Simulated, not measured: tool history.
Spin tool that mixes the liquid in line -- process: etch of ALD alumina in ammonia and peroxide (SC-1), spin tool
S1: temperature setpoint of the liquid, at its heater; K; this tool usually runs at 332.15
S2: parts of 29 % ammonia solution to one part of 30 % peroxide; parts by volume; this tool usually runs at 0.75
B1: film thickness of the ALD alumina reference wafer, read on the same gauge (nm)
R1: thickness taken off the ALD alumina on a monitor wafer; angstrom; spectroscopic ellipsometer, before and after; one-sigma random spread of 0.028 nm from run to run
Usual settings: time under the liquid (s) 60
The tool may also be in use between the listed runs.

{"run": 1, "hour": 0.0, "S1": 341.65, "S2": 0.5, "time under the liquid (s)": 45, "B1": 130.0, "R1": 76.7}
{"run": 2, "hour": 44.7, "S1": 325.15, "S2": 0.95, "time under the liquid (s)": 50, "B1": 130.0, "R1": 38.8}
{"hour": 65.9, "done": "new drum of ammonia solution connected"}
{"run": 3, "hour": 81.4, "S1": 332.15, "S2": 0.75, "time under the liquid (s)": 60, "B1": 130.0, "R1": 65.7}
{"run": 4, "hour": 142.2, "S1": 332.15, "S2": 0.75, "time under the liquid (s)": 60, "B1": 129.98, "R1": 66.2}
{"run": 5, "hour": 175.4, "S1": 332.15, "S2": 0.75, "time under the liquid (s)": 60, "B1": 130.02, "R1": 66.5}
{"run": 6, "hour": 235.7, "S1": 335.15, "S2": 1.15, "time under the liquid (s)": 60, "B1": 130.0, "R1": 80.4}
{"run": 7, "hour": 300.5, "S1": 327.65, "S2": 0.9, "time under the liquid (s)": 60, "B1": 129.98, "R1": 53.7}
{"run": 8, "hour": 349.6, "S1": 332.15, "S2": 0.4, "time under the liquid (s)": 60, "B1": 130.0, "R1": 62.4}
{"run": 9, "hour": 400.0, "S1": 332.15, "S2": 0.75, "time under the liquid (s)": 60, "B1": 129.97, "R1": 66.6}
{"hour": 446.4, "done": "thermometer replaced"}
{"run": 10, "hour": 455.9, "S1": 332.15, "S2": 0.75, "time under the liquid (s)": 60, "B1": 130.01, "R1": 62.9}
{"hour": 514.1, "done": "new drum of ammonia solution connected"}
{"run": 11, "hour": 546.6, "S1": 332.15, "S2": 0.75, "time under the liquid (s)": 60, "B1": 130.01, "R1": 63.8}
{"run": 12, "hour": 594.2, "S1": 335.65, "S2": 0.75, "time under the liquid (s)": 60, "B1": 129.99, "R1": 75.5}
{"hour": 599.6, "done": "gauge calibrated"}
{"run": 13, "hour": 630.3, "S1": 332.15, "S2": 0.75, "time under the liquid (s)": 35, "B1": 130.02, "R1": 36.9}
{"hour": 653.5, "done": "ammonia flow meter replaced"}
{"run": 14, "hour": 658.2, "S1": 332.15, "S2": 0.75, "time under the liquid (s)": 60, "B1": 130.02, "R1": 64.1}
{"run": 15, "hour": 728.4, "S1": 332.15, "S2": 0.45, "time under the liquid (s)": 75, "B1": 129.99, "R1": 76.5}
{"hour": 799.2, "done": "heated supply line repaired"}
{"run": 16, "hour": 904.9, "S1": 337.15, "S2": 0.75, "time under the liquid (s)": 60, "B1": 130.03, "R1": 82.6}
{"run": 17, "hour": 941.0, "S1": 325.65, "S2": 0.55, "time under the liquid (s)": 40, "B1": 130.0, "R1": 29.4}
{"hour": 1001.8, "done": "new drum of ammonia solution connected"}
{"run": 18, "hour": 1002.3, "S1": 339.15, "S2": 0.55, "time under the liquid (s)": 35, "B1": 129.98, "R1": 52.0}
{"run": 19, "hour": 1034.5, "S1": 325.65, "S2": 0.35, "time under the liquid (s)": 75, "B1": 130.0, "R1": 53.4}
{"run": 20, "hour": 1082.0, "S1": 332.15, "S2": 0.75, "time under the liquid (s)": 60, "B1": 129.96, "R1": 64.8}
{"run": 21, "hour": 1113.3, "S1": 326.15, "S2": 0.75, "time under the liquid (s)": 70, "B1": 129.96, "R1": 55.0}
{"run": 22, "hour": 1182.5, "S1": 332.15, "S2": 0.85, "time under the liquid (s)": 60, "B1": 129.97, "R1": 65.8}
{"run": 23, "hour": 1211.0, "S1": 329.15, "S2": 1.1, "time under the liquid (s)": 90, "B1": 130.03, "R1": 86.3}
{"run": 24, "hour": 1236.3, "S1": 337.15, "S2": 0.75, "time under the liquid (s)": 60, "B1": 129.99, "R1": 83.6}

A few steps of R1 between consecutive runs. Split each: what settings, incoming material and random variation would produce without the hidden state, and what is left over for the hidden state, along with gauge scatter present in only one of the two compared results (measured, and without hidden state):
The hidden state here: liquid hotter than its thermometer reads (K); ammonia flow above the setpoint (%); temperature lost on the way to the wafer (K); ammonia solution weaker than its label (%); gauge reads high (%).
Run 1 -> 2: S1 341.65 -> 325.15, S2 0.50 -> 0.95, time under the liquid (s) 45 -> 50. R1 -37.9 angstrom: hidden state -1.1, all else -36.8.
Run 9 -> 10: thermometer replaced. R1 -3.7 angstrom: hidden state -3.3, all else -0.4.
Run 12 -> 13: S1 335.65 -> 332.15, time under the liquid (s) 60 -> 35, gauge calibrated. R1 -38.6 angstrom: hidden state -0.2, all else -38.4.
Run 16 -> 17: S1 337.15 -> 325.65, S2 0.75 -> 0.55, time under the liquid (s) 60 -> 40. R1 -53.2 angstrom: hidden state -0.9, all else -52.3.
